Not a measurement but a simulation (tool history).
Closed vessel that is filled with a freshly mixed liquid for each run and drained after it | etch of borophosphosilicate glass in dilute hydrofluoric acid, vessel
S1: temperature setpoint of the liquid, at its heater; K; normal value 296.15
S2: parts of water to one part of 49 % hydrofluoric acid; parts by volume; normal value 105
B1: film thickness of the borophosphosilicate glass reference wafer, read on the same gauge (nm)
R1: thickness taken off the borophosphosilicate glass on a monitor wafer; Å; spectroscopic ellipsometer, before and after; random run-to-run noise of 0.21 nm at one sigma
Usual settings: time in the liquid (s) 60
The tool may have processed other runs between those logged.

Run 1, hour 0.0: usual settings; B1 150.02. Result: R1 233.5 Å.
Run 2, hour 92.7: usual settings; B1 150.00. Result: R1 233.2 Å.
Run 3, hour 192.2: usual settings; B1 149.98. Result: R1 230.0 Å.
Run 4, hour 258.4: usual settings but S1 298.15 K, S2 70 parts by volume; B1 149.97. Result: R1 390.3 Å.
Run 5, hour 352.3: usual settings but S1 298.15 K, S2 70 parts by volume; B1 149.98. Result: R1 384.4 Å.
Run 6, hour 437.5: usual settings but S1 293.15 K; B1 149.98. Result: R1 203.7 Å.
Run 7, hour 532.0: usual settings but S1 293.15 K; B1 149.98. Result: R1 199.9 Å.
At hour 581.9: gauge calibrated.
At hour 782.2: thermometer replaced.
Run 8, hour 810.8: usual settings but S1 293.15 K; B1 149.97. Result: R1 198.5 Å.
Run 9, hour 875.0: usual settings but time in the liquid (s) 30; B1 150.01. Result: R1 112.5 Å.
Run 10, hour 960.2: usual settings; B1 150.01. Result: R1 223.5 Å.
At hour 998.1: hydrofluoric acid flow meter replaced.
Run 11, hour 1039.9: usual settings but S2 80 parts by volume; B1 149.99. Result: R1 315.6 Å.
Run 12, hour 1106.9: usual settings but S1 300.15 K, S2 75 parts by volume, time in the liquid (s) 80; B1 150.00. Result: R1 537.8 Å.
Run 13, hour 1192.9: usual settings but S2 140 parts by volume, time in the liquid (s) 80; B1 150.05. Result: R1 222.7 Å.
Run 14, hour 1293.2: usual settings but S1 300.65 K, S2 150 parts by volume, time in the liquid (s) 35; B1 150.00. Result: R1 107.9 Å.
Run 15, hour 1339.1: usual settings but S1 294.15 K, S2 70 parts by volume; B1 150.04. Result: R1 336.4 Å.
Run 16, hour 1411.3: usual settings but S1 294.65 K, S2 125 parts by volume, time in the liquid (s) 90; B1 149.97. Result: R1 268.0 Å.
Run 17, hour 1509.9: usual settings but S2 75 parts by volume; B1 149.98. Result: R1 335.8 Å.

Same runs, no hidden state in the tool, same run-to-run variation:
Hidden state present: liquid colder than its thermometer reads (K); hydrofluoric acid flow below the setpoint (%); gauge reads high (%).
run     R1
  1  237.4
  2  237.9
  3  235.3
  4  399.9
  5  395.0
  6  209.9
  7  206.7
  8  207.2
  9  117.7
 10  234.5
 11  318.2
 12  543.3
 13  225.7
 14  109.7
 15  342.2
 16  273.4
 17  343.4

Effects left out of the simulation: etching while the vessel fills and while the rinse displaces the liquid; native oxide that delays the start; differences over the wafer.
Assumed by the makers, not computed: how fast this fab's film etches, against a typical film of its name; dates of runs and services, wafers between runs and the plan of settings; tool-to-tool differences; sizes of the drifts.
